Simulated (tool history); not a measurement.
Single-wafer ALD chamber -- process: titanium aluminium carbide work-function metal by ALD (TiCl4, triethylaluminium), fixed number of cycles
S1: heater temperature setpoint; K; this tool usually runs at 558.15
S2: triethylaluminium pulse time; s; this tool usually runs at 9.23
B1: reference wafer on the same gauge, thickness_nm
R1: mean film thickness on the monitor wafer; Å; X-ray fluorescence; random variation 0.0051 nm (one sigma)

| run | hour | S1 | S2 | B1 | R1 |
|---|---|---|---|---|---|
| 1 | 0 | 558.15 | 9.23 | 2.309 | 19.82 |
| 2 | 23.4 | 558.15 | 9.23 | 2.308 | 19.88 |
| 3 | 59.1 | 558.15 | 9.23 | 2.307 | 19.75 |
| 4 | 91 | 558.15 | 9.23 | 2.308 | 19.79 |
| 5 | 115.1 | 549.15 | 9.23 | 2.307 | 18.93 |
| 6 | 151 | 558.15 | 11.26 | 2.307 | 20.21 |
|  | 174.7 | showerhead replaced |
| 7 | 175.2 | 558.15 | 11.26 | 2.306 | 20.22 |
| 8 | 192.7 | 558.15 | 9.23 | 2.306 | 19.85 |
| 9 | 260 | 558.15 | 9.23 | 2.306 | 19.85 |
| 10 | 292.4 | 558.15 | 9.23 | 2.305 | 19.74 |
| 11 | 318.7 | 551.15 | 10.56 | 2.304 | 19.34 |
| 12 | 348.1 | 558.15 | 11.99 | 2.304 | 20.38 |
| 13 | 362.9 | 547.15 | 9.23 | 2.304 | 18.72 |
| 14 | 386.8 | 564.15 | 7.14 | 2.305 | 19.45 |
| 15 | 409.6 | 571.15 | 11.44 | 2.306 | 21.57 |
| 16 | 424.6 | 558.15 | 11.25 | 2.304 | 20.28 |
| 17 | 452.7 | 558.15 | 9.23 | 2.305 | 19.7 |
|  | 471.8 | thermocouple changed; heater temperature recalibrated |
| 18 | 480.2 | 566.15 | 6.61 | 2.305 | 19.27 |
| 19 | 502 | 552.15 | 10.67 | 2.306 | 19.56 |
| 20 | 526.2 | 570.15 | 12.11 | 2.306 | 21.52 |
| 21 | 557.7 | 567.15 | 6.81 | 2.304 | 19.62 |
| 22 | 574.4 | 558.15 | 9.23 | 2.303 | 19.82 |
| 23 | 588.9 | 558.15 | 5.56 | 2.304 | 17.76 |
|  | 589.1 | gauge calibrated |
| 24 | 611.5 | 549.15 | 5.6 | 2.33 | 17.09 |
| 25 | 642.3 | 558.15 | 9.23 | 2.328 | 20.01 |
| 26 | 671.4 | 543.15 | 11.24 | 2.326 | 18.89 |
| 27 | 703.5 | 548.15 | 12.32 | 2.324 | 19.39 |
| 28 | 742.2 | 565.15 | 12.91 | 2.322 | 21.29 |
| 29 | 771.8 | 550.15 | 9.23 | 2.321 | 19.07 |
| 30 | 799.2 | 569.15 | 11.02 | 2.32 | 21.58 |
| 31 | 812.4 | 554.15 | 9.23 | 2.32 | 19.39 |
| 32 | 839.8 | 558.15 | 9.23 | 2.318 | 19.85 |

Hidden state or all else? Some run-to-run changes of R1, split into what the settings, what came in and random variation would give without the hidden state, and what is left for the hidden state (with any gauge scatter that isn't in both results):
What the log doesn't record here: wafer temperature above the value expected at the setpoint (K); triethylaluminium dose above that of a fresh bottle (%); gauge reads high (%).
Run 14 -> 15: S1 564.15 -> 571.15, S2 7.14 -> 11.44. R1 +2.12 Å: hidden state -0.02, all else +2.14.
Run 23 -> 24: S1 558.15 -> 549.15, S2 5.56 -> 5.6, gauge calibrated. R1 -0.67 Å: hidden state +0.2, all else -0.87.
Run 24 -> 25: S1 549.15 -> 558.15, S2 5.6 -> 9.23. R1 +2.92 Å: hidden state -0.01, all else +2.93.
Run 28 -> 29: S1 565.15 -> 550.15, S2 12.91 -> 9.23. R1 -2.22 Å: hidden state -0.01, all else -2.21.
Run 29 -> 30: S1 550.15 -> 569.15, S2 9.23 -> 11.02. R1 +2.51 Å: hidden state -0.03, all else +2.54.
